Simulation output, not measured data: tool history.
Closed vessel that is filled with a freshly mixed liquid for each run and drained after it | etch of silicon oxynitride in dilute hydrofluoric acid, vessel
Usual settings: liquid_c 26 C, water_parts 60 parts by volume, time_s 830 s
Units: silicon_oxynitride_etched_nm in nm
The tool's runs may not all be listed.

| run | hour | liquid_c | water_parts | time_s | wafers since the last listed run | hours since the thermometer was replaced | hours since the hydrofluoric acid flow meter was replaced | hours since the gauge calibration | read-back film thickness of the silicon oxynitride reference wafer, read on the same gauge (nm) | silicon_oxynitride_etched_nm |
|---|---|---|---|---|---|---|---|---|---|---|
| 1 | 0 | 26 | 60 | 705 | 0 | 163.1 | 659.6 | 1602.1 | 77.77 | 27.98 |
| 2 | 51.9 | 25 | 60 | 1145 | 4013 | 215 | 711.5 | 1654 | 77.79 | 43.48 |
| 3 | 113.5 | 25 | 60 | 1145 | 4763 | 276.6 | 773.1 | 1715.6 | 77.7 | 43.72 |
| 4 | 166.6 | 25 | 60 | 1145 | 4106 | 329.7 | 826.2 | 1768.7 | 77.74 | 43.44 |
| 5 | 230.2 | 26 | 60 | 830 | 4918 | 393.3 | 889.8 | 1832.3 | 77.66 | 32.7 |
| 6 | 301.9 | 26 | 60 | 830 | 5544 | 465 | 961.5 | 1904 | 77.66 | 33.15 |
| 7 | 341.1 | 26 | 60 | 830 | 3031 | 504.2 | 1000.7 | 1943.2 | 77.66 | 32.96 |
| 8 | 365.8 | 26 | 60 | 830 | 1910 | 528.9 | 1025.4 | 1967.9 | 77.62 | 32.96 |
| 9 | 390 | 26 | 80 | 1175 | 1871 | 553.1 | 1049.6 | 1992.1 | 77.62 | 34.09 |
| 10 | 454.9 | 26 | 80 | 1175 | 5018 | 618 | 1114.5 | 2057 | 77.66 | 34.29 |
| 11 | 518.3 | 26 | 60 | 830 | 4902 | 681.4 | 1177.9 | 2120.4 | 77.65 | 33 |
| 12 | 550.4 | 21.5 | 60 | 1305 | 2482 | 713.5 | 1210 | 2152.5 | 77.6 | 41.83 |
| 13 | 578.3 | 28.5 | 60 | 830 | 2157 | 741.4 | 1237.9 | 2180.4 | 77.54 | 37.06 |
| 14 | 602.3 | 26 | 35 | 830 | 1855 | 765.4 | 1261.9 | 2204.4 | 77.56 | 57.74 |
| 15 | 641.4 | 24 | 80 | 485 | 3023 | 804.5 | 1301 | 2243.5 | 77.58 | 12.98 |
|  | 654.8 | gauge calibrated |
| 16 | 710.6 | 24 | 60 | 1175 | 5351 | 873.7 | 1370.2 | 55.8 | 79.8 | 43.83 |
| 17 | 771.8 | 22.5 | 60 | 830 | 4732 | 934.9 | 1431.4 | 117 | 79.62 | 28.67 |
| 18 | 816.5 | 27.5 | 70 | 830 | 3456 | 979.6 | 1476.1 | 161.7 | 79.49 | 30.97 |
| 19 | 850.1 | 24.5 | 50 | 960 | 2598 | 1013.2 | 1509.7 | 195.3 | 79.42 | 44.11 |
| 20 | 897.7 | 26 | 60 | 830 | 3680 | 1060.8 | 1557.3 | 242.9 | 79.33 | 33.9 |
|  | 917.2 | thermometer replaced |
| 21 | 960.8 | 26 | 60 | 830 | 4802 | 43.6 | 1620.4 | 306 | 79.16 | 33.52 |
|  | 964.6 | hydrofluoric acid flow meter replaced |
| 22 | 1011.1 | 26 | 75 | 830 | 3812 | 93.9 | 46.5 | 356.3 | 79.09 | 26.68 |
| 23 | 1073.7 | 23 | 60 | 610 | 4840 | 156.5 | 109.1 | 418.9 | 78.98 | 21.4 |
| 24 | 1103.9 | 23.5 | 60 | 375 | 2335 | 186.7 | 139.3 | 449.1 | 78.9 | 13.51 |
| 25 | 1175.4 | 26 | 60 | 830 | 5529 | 258.2 | 210.8 | 520.6 | 78.81 | 33.69 |
| 26 | 1235.9 | 21.5 | 90 | 830 | 4678 | 318.7 | 271.3 | 581.1 | 78.75 | 17.56 |
| 27 | 1279.5 | 26 | 60 | 830 | 3371 | 362.3 | 314.9 | 624.7 | 78.66 | 33.33 |
| 28 | 1342.6 | 26 | 60 | 1290 | 4879 | 425.4 | 378 | 687.8 | 78.59 | 52.43 |
| 29 | 1368.1 | 26 | 45 | 830 | 1971 | 450.9 | 403.5 | 713.3 | 78.57 | 45.18 |
| 30 | 1424.5 | 28 | 60 | 830 | 4361 | 507.3 | 459.9 | 769.7 | 78.49 | 36.69 |
| 31 | 1467.1 | 26 | 60 | 830 | 3294 | 549.9 | 502.5 | 812.3 | 78.45 | 33.75 |
| 32 | 1501.2 | 31 | 60 | 1305 | 2636 | 584 | 536.6 | 846.4 | 78.39 | 66.28 |
| 33 | 1548.1 | 30 | 60 | 415 | 3626 | 630.9 | 583.5 | 893.3 | 78.37 | 20.25 |
| 34 | 1608.2 | 23.5 | 40 | 830 | 4647 | 691 | 643.6 | 953.4 | 78.3 | 45.07 |

Hidden state or all else? Some run-to-run changes of silicon_oxynitride_etched_nm, split into what the settings, what came in and random variation would give without the hidden state, and what is left for the hidden state (with any gauge scatter that isn't in both results):
The hidden state here: liquid hotter than its thermometer reads (K); hydrofluoric acid flow above the setpoint (%); gauge reads high (%).
Run 14 -> 15: liquid_c 26 -> 24, water_parts 35 -> 80, time_s 830 -> 485. silicon_oxynitride_etched_nm -44.76 nm: hidden state +1.39, all else -46.15.
Run 31 -> 32: liquid_c 26 -> 31, time_s 830 -> 1305. silicon_oxynitride_etched_nm +32.53 nm: hidden state -0.68, all else +33.21.
Run 32 -> 33: liquid_c 31 -> 30, time_s 1305 -> 415. silicon_oxynitride_etched_nm -46.03 nm: hidden state +0.92, all else -46.95.
